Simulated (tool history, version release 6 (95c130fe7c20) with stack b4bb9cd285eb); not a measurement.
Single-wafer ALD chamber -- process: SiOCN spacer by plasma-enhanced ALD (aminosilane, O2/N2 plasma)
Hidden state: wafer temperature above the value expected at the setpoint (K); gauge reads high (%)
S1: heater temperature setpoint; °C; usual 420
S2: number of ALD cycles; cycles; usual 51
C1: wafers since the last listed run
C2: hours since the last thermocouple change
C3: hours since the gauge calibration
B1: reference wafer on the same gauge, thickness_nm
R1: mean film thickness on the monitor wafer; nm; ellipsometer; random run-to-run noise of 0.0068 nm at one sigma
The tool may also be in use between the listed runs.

Run 1, hour 0: usual settings; C1 0; C2 436.5; C3 891.6; B1 2.892. Result: R1 2.735 nm.
Run 2, hour 57.5: usual settings but S1 430 °C; C1 227; C2 494; C3 949.1; B1 2.89. Result: R1 2.653 nm.
Run 3, hour 129.2: usual settings but S1 430 °C; C1 284; C2 565.7; C3 1020.8; B1 2.888. Result: R1 2.652 nm.
Run 4, hour 172.5: usual settings but S1 430 °C; C1 171; C2 609; C3 1064.1; B1 2.891. Result: R1 2.65 nm.
Run 5, hour 253.2: usual settings but S2 58 cycles; C1 319; C2 689.7; C3 1144.8; B1 2.892. Result: R1 3.11 nm.
Run 6, hour 351.9: usual settings but S2 58 cycles; C1 391; C2 788.4; C3 1243.5; B1 2.89. Result: R1 3.107 nm.
Run 7, hour 429.2: usual settings but S2 58 cycles; C1 306; C2 865.7; C3 1320.8; B1 2.89. Result: R1 3.129 nm.
Run 8, hour 535.5: usual settings; C1 421; C2 972; C3 1427.1; B1 2.89. Result: R1 2.737 nm.
Run 9, hour 591.1: usual settings but S2 46 cycles; C1 220; C2 1027.6; C3 1482.7; B1 2.89. Result: R1 2.484 nm.
Run 10, hour 678.6: usual settings but S2 46 cycles; C1 346; C2 1115.1; C3 1570.2; B1 2.891. Result: R1 2.488 nm.
At hour 686.9: thermocouple changed; heater temperature recalibrated.
Run 11, hour 752.7: usual settings but S2 46 cycles; C1 262; C2 65.8; C3 1644.3; B1 2.892. Result: R1 2.453 nm.
Run 12, hour 910.9: usual settings; C1 627; C2 224; C3 1802.5; B1 2.887. Result: R1 2.732 nm.
Run 13, hour 1003.8: usual settings; C1 368; C2 316.9; C3 1895.4; B1 2.89. Result: R1 2.711 nm.
Run 14, hour 1075.6: usual settings but S1 425 °C, S2 54 cycles; C1 284; C2 388.7; C3 1967.2; B1 2.891. Result: R1 2.829 nm.
Run 15, hour 1124: usual settings but S1 412 °C; C1 191; C2 437.1; C3 2015.6; B1 2.89. Result: R1 2.782 nm.
Run 16, hour 1185.3: usual settings but S1 424 °C, S2 57 cycles; C1 243; C2 498.4; C3 2076.9; B1 2.889. Result: R1 3.014 nm.
Run 17, hour 1258.7: usual settings but S1 429 °C, S2 41 cycles; C1 291; C2 571.8; C3 2150.3; B1 2.888. Result: R1 2.143 nm.
At hour 1517.7: gauge calibrated.
Run 18, hour 1551.7: usual settings but S1 407 °C, S2 56 cycles; C1 1161; C2 864.8; C3 34; B1 2.89. Result: R1 3.104 nm.
Run 19, hour 1652.6: usual settings but S1 428 °C, S2 45 cycles; C1 400; C2 965.7; C3 134.9; B1 2.89. Result: R1 2.367 nm.
Run 20, hour 1708: usual settings; C1 219; C2 1021.1; C3 190.3; B1 2.888. Result: R1 2.743 nm.
Run 21, hour 1751.2: usual settings but S1 427 °C, S2 54 cycles; C1 171; C2 1064.3; C3 233.5; B1 2.892. Result: R1 2.858 nm.
Run 22, hour 1791.7: usual settings but S1 407 °C, S2 46 cycles; C1 160; C2 1104.8; C3 274; B1 2.889. Result: R1 2.573 nm.
At hour 1812.6: thermocouple changed; heater temperature recalibrated.
Run 23, hour 1843.5: usual settings but S1 410 °C; C1 173; C2 30.9; C3 325.8; B1 2.889. Result: R1 2.817 nm.
Run 24, hour 1892.6: usual settings; C1 194; C2 80; C3 374.9; B1 2.891. Result: R1 2.732 nm.
Run 25, hour 1952.1: usual settings but S2 58 cycles; C1 235; C2 139.5; C3 434.4; B1 2.889. Result: R1 3.116 nm.
Run 26, hour 2033.5: usual settings but S2 58 cycles; C1 322; C2 220.9; C3 515.8; B1 2.89. Result: R1 3.099 nm.
Run 27, hour 2141.1: usual settings; C1 426; C2 328.5; C3 623.4; B1 2.892. Result: R1 2.728 nm.
Run 28, hour 2230.4: usual settings; C1 354; C2 417.8; C3 712.7; B1 2.891. Result: R1 2.723 nm.

Alternative continuations, all from the tool just after run 28; predict every row:
Run A, hour 2230.9: usual settings but S1 414 °C; C1 1; C2 418.3; C3 713.2; B1 ?. Result: R1 ?.
Run B, hour 2230.9: usual settings but S1 406 °C; C1 1; C2 418.3; C3 713.2; B1 ?. Result: R1 ?.
Run C, hour 2230.9: usual settings but S1 426 °C, S2 45 cycles; C1 1; C2 418.3; C3 713.2; B1 ?. Result: R1 ?.
Run D, hour 2230.9: usual settings but S1 432 °C, S2 42 cycles; C1 1; C2 418.3; C3 713.2; B1 ?. Result: R1 ?.
Run E, hour 2230.9: usual settings but S1 428 °C, S2 56 cycles; C1 1; C2 418.3; C3 713.2; B1 ?. Result: R1 ?.

run     B1     R1
  A  2.889  2.786
  B  2.889  2.848
  C  2.889  2.377
  D  2.889  2.181
  E  2.889  2.942
Take away the tool's hidden state, keep each run's random variation, and the runs would have read:
run     R1
  A  2.777
  B  2.838
  C  2.369
  D  2.173
  E  2.931

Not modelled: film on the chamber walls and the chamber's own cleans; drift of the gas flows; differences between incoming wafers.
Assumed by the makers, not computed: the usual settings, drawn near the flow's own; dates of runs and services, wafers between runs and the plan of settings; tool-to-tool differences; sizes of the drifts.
